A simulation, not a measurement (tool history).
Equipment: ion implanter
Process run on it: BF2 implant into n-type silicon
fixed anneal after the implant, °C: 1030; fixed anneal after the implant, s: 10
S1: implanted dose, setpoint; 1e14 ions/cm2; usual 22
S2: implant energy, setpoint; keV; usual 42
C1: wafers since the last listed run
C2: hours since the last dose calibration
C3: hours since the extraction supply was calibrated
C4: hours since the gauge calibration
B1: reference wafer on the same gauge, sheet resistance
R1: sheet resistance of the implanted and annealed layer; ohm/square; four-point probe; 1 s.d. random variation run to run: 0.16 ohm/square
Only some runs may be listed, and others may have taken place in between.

{"run": 1, "day": 0.0, "S1": 22, "S2": 45, "C1": 0, "C2": 2073.8, "C3": 4350, "C4": 280.3, "B1": 110, "R1": 99.88}
{"run": 2, "day": 0.571, "S1": 22, "S2": 42, "C1": 303, "C2": 2087.5, "C3": 4363.7, "C4": 294, "B1": 110, "R1": 103.65}
{"run": 3, "day": 0.908, "S1": 22, "S2": 42, "C1": 179, "C2": 2095.6, "C3": 4371.8, "C4": 302.1, "B1": 109.98, "R1": 103.7}
{"run": 4, "day": 1.612, "S1": 22, "S2": 42, "C1": 373, "C2": 2112.5, "C3": 4388.7, "C4": 319, "B1": 109.99, "R1": 103.52}
{"run": 5, "day": 2.146, "S1": 22, "S2": 42, "C1": 283, "C2": 2125.3, "C3": 4401.5, "C4": 331.8, "B1": 110.02, "R1": 103.82}
{"run": 6, "day": 2.679, "S1": 22, "S2": 42, "C1": 283, "C2": 2138.1, "C3": 4414.3, "C4": 344.6, "B1": 110.01, "R1": 103.7}
{"run": 7, "day": 3.367, "S1": 22, "S2": 42, "C1": 365, "C2": 2154.6, "C3": 4430.8, "C4": 361.1, "B1": 110.02, "R1": 103.75}
{"run": 8, "day": 4.096, "S1": 22, "S2": 42, "C1": 387, "C2": 2172.1, "C3": 4448.3, "C4": 378.6, "B1": 110.01, "R1": 103.62}
{"run": 9, "day": 4.571, "S1": 22, "S2": 34.5, "C1": 252, "C2": 2183.5, "C3": 4459.7, "C4": 390, "B1": 109.99, "R1": 114.72}
{"day": 5.004, "done": "extraction supply calibrated"}
{"run": 10, "day": 5.062, "S1": 22, "S2": 34.5, "C1": 84, "C2": 2195.3, "C3": 1.4, "C4": 401.8, "B1": 109.98, "R1": 114.85}
{"run": 11, "day": 5.712, "S1": 22, "S2": 34.5, "C1": 345, "C2": 2210.9, "C3": 17, "C4": 417.4, "B1": 110.01, "R1": 115.11}
{"run": 12, "day": 6.0, "S1": 22, "S2": 42, "C1": 152, "C2": 2217.8, "C3": 23.9, "C4": 424.3, "B1": 110.03, "R1": 104.06}
{"day": 6.421, "done": "Faraday cup replaced and dose calibrated"}
{"run": 13, "day": 6.442, "S1": 22, "S2": 42, "C1": 57, "C2": 0.5, "C3": 34.5, "C4": 434.9, "B1": 110, "R1": 103.66}
{"day": 6.638, "done": "gauge calibrated"}
{"run": 14, "day": 6.638, "S1": 22, "S2": 42, "C1": 103, "C2": 5.2, "C3": 39.2, "C4": 0, "B1": 110, "R1": 103.69}
{"run": 15, "day": 7.304, "S1": 22, "S2": 42, "C1": 354, "C2": 21.2, "C3": 55.2, "C4": 16, "B1": 109.98, "R1": 103.92}
{"run": 16, "day": 7.812, "S1": 22, "S2": 42, "C1": 269, "C2": 33.4, "C3": 67.4, "C4": 28.2, "B1": 109.99, "R1": 103.59}
{"run": 17, "day": 8.546, "S1": 22, "S2": 42, "C1": 389, "C2": 51, "C3": 85, "C4": 45.8, "B1": 110, "R1": 103.7}
{"run": 18, "day": 9.062, "S1": 24.37, "S2": 47.5, "C1": 274, "C2": 63.4, "C3": 97.4, "C4": 58.2, "B1": 110.01, "R1": 95.89}
{"run": 19, "day": 9.371, "S1": 22, "S2": 53.5, "C1": 163, "C2": 70.8, "C3": 104.8, "C4": 65.6, "B1": 109.98, "R1": 91.05}
{"run": 20, "day": 9.775, "S1": 18.63, "S2": 30, "C1": 214, "C2": 80.5, "C3": 114.5, "C4": 75.3, "B1": 109.98, "R1": 125.16}
{"run": 21, "day": 10.792, "S1": 20.13, "S2": 34.5, "C1": 539, "C2": 104.9, "C3": 138.9, "C4": 99.7, "B1": 110.01, "R1": 115.85}
{"run": 22, "day": 11.254, "S1": 25.43, "S2": 56, "C1": 245, "C2": 116, "C3": 150, "C4": 110.8, "B1": 110, "R1": 87.08}
{"run": 23, "day": 11.746, "S1": 25.67, "S2": 48, "C1": 261, "C2": 127.8, "C3": 161.8, "C4": 122.6, "B1": 110.02, "R1": 95.06}
{"run": 24, "day": 12.088, "S1": 24.3, "S2": 46.5, "C1": 181, "C2": 136, "C3": 170, "C4": 130.8, "B1": 109.99, "R1": 97.16}
{"run": 25, "day": 12.779, "S1": 22, "S2": 34.5, "C1": 367, "C2": 152.6, "C3": 186.6, "C4": 147.4, "B1": 110, "R1": 114.6}
{"run": 26, "day": 13.275, "S1": 22, "S2": 42, "C1": 263, "C2": 164.5, "C3": 198.5, "C4": 159.3, "B1": 109.99, "R1": 103.76}
{"run": 27, "day": 14.017, "S1": 22, "S2": 42, "C1": 393, "C2": 182.3, "C3": 216.3, "C4": 177.1, "B1": 109.99, "R1": 103.67}
{"run": 28, "day": 14.4, "S1": 24.61, "S2": 30.5, "C1": 203, "C2": 191.5, "C3": 225.5, "C4": 186.3, "B1": 109.97, "R1": 121.66}
{"run": 29, "day": 15.121, "S1": 25.53, "S2": 52.5, "C1": 382, "C2": 208.8, "C3": 242.8, "C4": 203.6, "B1": 110.01, "R1": 90.14}
{"run": 30, "day": 15.408, "S1": 22, "S2": 42, "C1": 152, "C2": 215.7, "C3": 249.7, "C4": 210.5, "B1": 110.01, "R1": 103.5}
{"run": 31, "day": 15.888, "S1": 15.96, "S2": 33.5, "C1": 254, "C2": 227.2, "C3": 261.2, "C4": 222, "B1": 109.99, "R1": 121.72}
{"run": 32, "day": 16.254, "S1": 24.7, "S2": 30, "C1": 194, "C2": 236, "C3": 270, "C4": 230.8, "B1": 110.05, "R1": 122.88}
{"run": 33, "day": 16.604, "S1": 22, "S2": 42, "C1": 185, "C2": 244.4, "C3": 278.4, "C4": 239.2, "B1": 109.99, "R1": 103.8}
{"run": 34, "day": 17.158, "S1": 24.05, "S2": 51.5, "C1": 294, "C2": 257.7, "C3": 291.7, "C4": 252.5, "B1": 109.99, "R1": 92.15}
{"run": 35, "day": 17.696, "S1": 27.09, "S2": 32, "C1": 285, "C2": 270.6, "C3": 304.6, "C4": 265.4, "B1": 110, "R1": 117.94}
{"run": 36, "day": 19.117, "S1": 22, "S2": 42, "C1": 754, "C2": 304.7, "C3": 338.7, "C4": 299.5, "B1": 110.03, "R1": 103.58}
{"run": 37, "day": 19.804, "S1": 22, "S2": 42, "C1": 365, "C2": 321.2, "C3": 355.2, "C4": 316, "B1": 109.99, "R1": 103.85}
{"run": 38, "day": 20.075, "S1": 26.27, "S2": 56, "C1": 143, "C2": 327.7, "C3": 361.7, "C4": 322.5, "B1": 110, "R1": 86.59}

For each run, what was the tool's unlogged condition?
deviation of the true dose from the Faraday cup's reading, %: 0, the same for each run
deviation of the true energy from its setpoint, %: 0, the same for each run
gauge reads high (%): 0, the same for each run
